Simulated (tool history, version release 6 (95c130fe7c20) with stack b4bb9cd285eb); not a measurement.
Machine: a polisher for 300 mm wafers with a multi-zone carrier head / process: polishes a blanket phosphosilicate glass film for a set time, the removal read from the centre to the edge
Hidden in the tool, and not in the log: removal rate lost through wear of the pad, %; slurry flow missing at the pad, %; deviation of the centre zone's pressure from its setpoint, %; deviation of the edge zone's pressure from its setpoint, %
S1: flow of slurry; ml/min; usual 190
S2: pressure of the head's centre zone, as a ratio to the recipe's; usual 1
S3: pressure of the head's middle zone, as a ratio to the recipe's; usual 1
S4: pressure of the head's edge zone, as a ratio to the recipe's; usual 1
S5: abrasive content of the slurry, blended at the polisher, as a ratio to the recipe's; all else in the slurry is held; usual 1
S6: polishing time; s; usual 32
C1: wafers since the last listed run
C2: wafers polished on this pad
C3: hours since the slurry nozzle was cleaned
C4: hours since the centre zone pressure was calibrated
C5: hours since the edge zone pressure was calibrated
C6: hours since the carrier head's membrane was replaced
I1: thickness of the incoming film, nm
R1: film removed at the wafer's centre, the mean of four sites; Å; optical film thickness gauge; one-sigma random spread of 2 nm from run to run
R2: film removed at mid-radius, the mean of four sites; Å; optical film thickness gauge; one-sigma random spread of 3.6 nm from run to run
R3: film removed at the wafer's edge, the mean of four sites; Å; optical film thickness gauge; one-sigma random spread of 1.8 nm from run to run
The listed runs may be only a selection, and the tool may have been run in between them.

{"run": 1, "day": 0.0, "S1": 190, "S2": 1, "S3": 1, "S4": 1, "S5": 1, "S6": 32, "C1": 0, "C2": 3112, "C3": 372.4, "C4": 489.6, "C5": 332.1, "C6": 642.8, "I1": 3555, "R1": 2670, "R2": 2690, "R3": 2655}
{"run": 2, "day": 1.771, "S1": 190, "S2": 1, "S3": 1, "S4": 1, "S5": 1, "S6": 32, "C1": 480, "C2": 3592, "C3": 414.9, "C4": 532.1, "C5": 374.6, "C6": 685.3, "I1": 3584.2, "R1": 2659, "R2": 2646, "R3": 2639}
{"day": 3.075, "done": "slurry nozzle cleaned"}
{"run": 3, "day": 4.133, "S1": 190, "S2": 1, "S3": 1, "S4": 1, "S5": 1, "S6": 32, "C1": 629, "C2": 4222, "C3": 25.4, "C4": 588.8, "C5": 431.3, "C6": 742, "I1": 3611, "R1": 2774, "R2": 2686, "R3": 2687}
{"day": 4.333, "done": "worn pad replaced by a new one"}
{"run": 4, "day": 6.708, "S1": 190, "S2": 1, "S3": 1, "S4": 1, "S5": 1, "S6": 32, "C1": 653, "C2": 643, "C3": 87.2, "C4": 650.6, "C5": 493.1, "C6": 803.8, "I1": 3581.3, "R1": 2864, "R2": 2798, "R3": 2776}
{"day": 8.358, "done": "edge zone pressure recalibrated"}
{"run": 5, "day": 9.125, "S1": 190, "S2": 1, "S3": 1, "S4": 1, "S5": 1, "S6": 32, "C1": 632, "C2": 1276, "C3": 145.2, "C4": 708.6, "C5": 18.4, "C6": 861.8, "I1": 3566.5, "R1": 2819, "R2": 2786, "R3": 2748}
{"run": 6, "day": 12.258, "S1": 190, "S2": 1, "S3": 1, "S4": 1, "S5": 1, "S6": 32, "C1": 849, "C2": 2126, "C3": 220.4, "C4": 783.8, "C5": 93.6, "C6": 937, "I1": 3554.9, "R1": 2768, "R2": 2705, "R3": 2647}
{"run": 7, "day": 14.7, "S1": 145, "S2": 1, "S3": 1, "S4": 1, "S5": 1, "S6": 32, "C1": 662, "C2": 2788, "C3": 279, "C4": 842.4, "C5": 152.2, "C6": 995.6, "I1": 3612.1, "R1": 2589, "R2": 2571, "R3": 2561}
{"run": 8, "day": 18.596, "S1": 145, "S2": 1, "S3": 1, "S4": 1, "S5": 1, "S6": 32, "C1": 1056, "C2": 3844, "C3": 372.5, "C4": 935.9, "C5": 245.7, "C6": 1089.1, "I1": 3552.2, "R1": 2557, "R2": 2592, "R3": 2554}
{"day": 20.2, "done": "worn pad replaced by a new one"}
{"run": 9, "day": 22.808, "S1": 190, "S2": 1, "S3": 1, "S4": 1.03, "S5": 1, "S6": 27, "C1": 1097, "C2": 707, "C3": 473.6, "C4": 1037, "C5": 346.8, "C6": 1190.2, "I1": 3500.4, "R1": 2342, "R2": 2326, "R3": 2320}
{"day": 23.892, "done": "slurry nozzle cleaned"}
{"run": 10, "day": 27.092, "S1": 190, "S2": 1, "S3": 1, "S4": 1.03, "S5": 1, "S6": 27, "C1": 1150, "C2": 1857, "C3": 76.8, "C4": 1139.8, "C5": 449.6, "C6": 1293, "I1": 3589.2, "R1": 2333, "R2": 2322, "R3": 2300}
{"run": 11, "day": 29.479, "S1": 190, "S2": 1, "S3": 1, "S4": 1, "S5": 0.9, "S6": 32, "C1": 647, "C2": 2505, "C3": 134.1, "C4": 1197.1, "C5": 506.9, "C6": 1350.3, "I1": 3585.9, "R1": 2525, "R2": 2461, "R3": 2483}
{"run": 12, "day": 32.767, "S1": 190, "S2": 1, "S3": 1, "S4": 1, "S5": 1, "S6": 32, "C1": 891, "C2": 3396, "C3": 213, "C4": 1276, "C5": 585.8, "C6": 1429.2, "I1": 3572, "R1": 2741, "R2": 2696, "R3": 2676}
{"day": 33.083, "done": "carrier head's membrane replaced by a new one"}
{"day": 34.142, "done": "edge zone pressure recalibrated"}
{"day": 35.308, "done": "worn pad replaced by a new one"}
{"run": 13, "day": 36.7, "S1": 165, "S2": 1, "S3": 1, "S4": 1, "S5": 0.9, "S6": 32, "C1": 942, "C2": 377, "C3": 307.4, "C4": 1370.4, "C5": 61.4, "C6": 86.8, "I1": 3552.3, "R1": 2486, "R2": 2473, "R3": 2489}
{"run": 14, "day": 41.196, "S1": 230, "S2": 1, "S3": 1, "S4": 0.95, "S5": 1, "S6": 32, "C1": 1219, "C2": 1596, "C3": 415.3, "C4": 1478.3, "C5": 169.3, "C6": 194.7, "I1": 3542.2, "R1": 2763, "R2": 2714, "R3": 2671}
{"run": 15, "day": 44.133, "S1": 190, "S2": 1, "S3": 1, "S4": 1, "S5": 1, "S6": 32, "C1": 796, "C2": 2392, "C3": 485.8, "C4": 1548.8, "C5": 239.8, "C6": 265.2, "I1": 3560.1, "R1": 2664, "R2": 2648, "R3": 2595}
{"day": 45.467, "done": "centre zone pressure recalibrated"}
{"day": 45.542, "done": "slurry nozzle cleaned"}
{"run": 16, "day": 48.154, "S1": 190, "S2": 1, "S3": 1.03, "S4": 1, "S5": 1, "S6": 28, "C1": 1056, "C2": 3449, "C3": 62.7, "C4": 64.5, "C5": 336.3, "C6": 361.7, "I1": 3588.2, "R1": 2396, "R2": 2440, "R3": 2353}
{"day": 48.821, "done": "worn pad replaced by a new one"}
{"run": 17, "day": 52.492, "S1": 125, "S2": 1.08, "S3": 1, "S4": 1.04, "S5": 1.1, "S6": 32, "C1": 1131, "C2": 995, "C3": 166.8, "C4": 168.6, "C5": 440.4, "C6": 465.8, "I1": 3542.6, "R1": 3009, "R2": 2768, "R3": 2803}
{"run": 18, "day": 55.912, "S1": 130, "S2": 0.97, "S3": 1, "S4": 0.94, "S5": 1, "S6": 32, "C1": 927, "C2": 1922, "C3": 248.9, "C4": 250.7, "C5": 522.5, "C6": 547.9, "I1": 3532.8, "R1": 2516, "R2": 2511, "R3": 2486}
{"day": 60.954, "done": "edge zone pressure recalibrated"}
{"day": 64.383, "done": "worn pad replaced by a new one"}
{"run": 19, "day": 67.508, "S1": 190, "S2": 0.89, "S3": 1, "S4": 1, "S5": 1, "S6": 32, "C1": 3076, "C2": 847, "C3": 527.2, "C4": 529, "C5": 157.3, "C6": 826.2, "I1": 3622.8, "R1": 2399, "R2": 2702, "R3": 2695}
{"day": 68.4, "done": "slurry nozzle cleaned"}
{"run": 20, "day": 71.504, "S1": 240, "S2": 1, "S3": 1, "S4": 1, "S5": 1, "S6": 32, "C1": 1072, "C2": 1920, "C3": 74.5, "C4": 624.9, "C5": 253.2, "C6": 922.1, "I1": 3566, "R1": 2878, "R2": 2796, "R3": 2753}

3 ways to go on from here, each from the tool as it stands after run 20. What would each give?
{"run": "A", "day": 71.521, "S1": 190, "S2": 1, "S3": 1, "S4": 1, "S5": 1, "S6": 32, "C1": 4, "C2": 1924, "C3": 74.9, "C4": 625.3, "C5": 253.6, "C6": 922.5, "I1": 3599.9, "R1": "?", "R2": "?", "R3": "?"}
{"run": "B", "day": 71.521, "S1": 235, "S2": 1, "S3": 0.94, "S4": 1, "S5": 1.1, "S6": 32, "C1": 4, "C2": 1924, "C3": 74.9, "C4": 625.3, "C5": 253.6, "C6": 922.5, "I1": 3599.9, "R1": "?", "R2": "?", "R3": "?"}
{"run": "C", "day": 71.521, "S1": 190, "S2": 1, "S3": 1, "S4": 1.1, "S5": 1, "S6": 32, "C1": 4, "C2": 1924, "C3": 74.9, "C4": 625.3, "C5": 253.6, "C6": 922.5, "I1": 3599.9, "R1": "?", "R2": "?", "R3": "?"}

run=A R1=2783 R2=2743 R3=2694
run=B R1=3058 R2=2854 R3=2935
run=C R1=2783 R2=2743 R3=2801
The same runs, with their run-to-run variation unchanged, on a tool lacking any hidden condition would have given:
run=A R1=2970 R2=2925 R3=2867
run=B R1=3259 R2=3040 R3=3122
run=C R1=2970 R2=2925 R3=2981
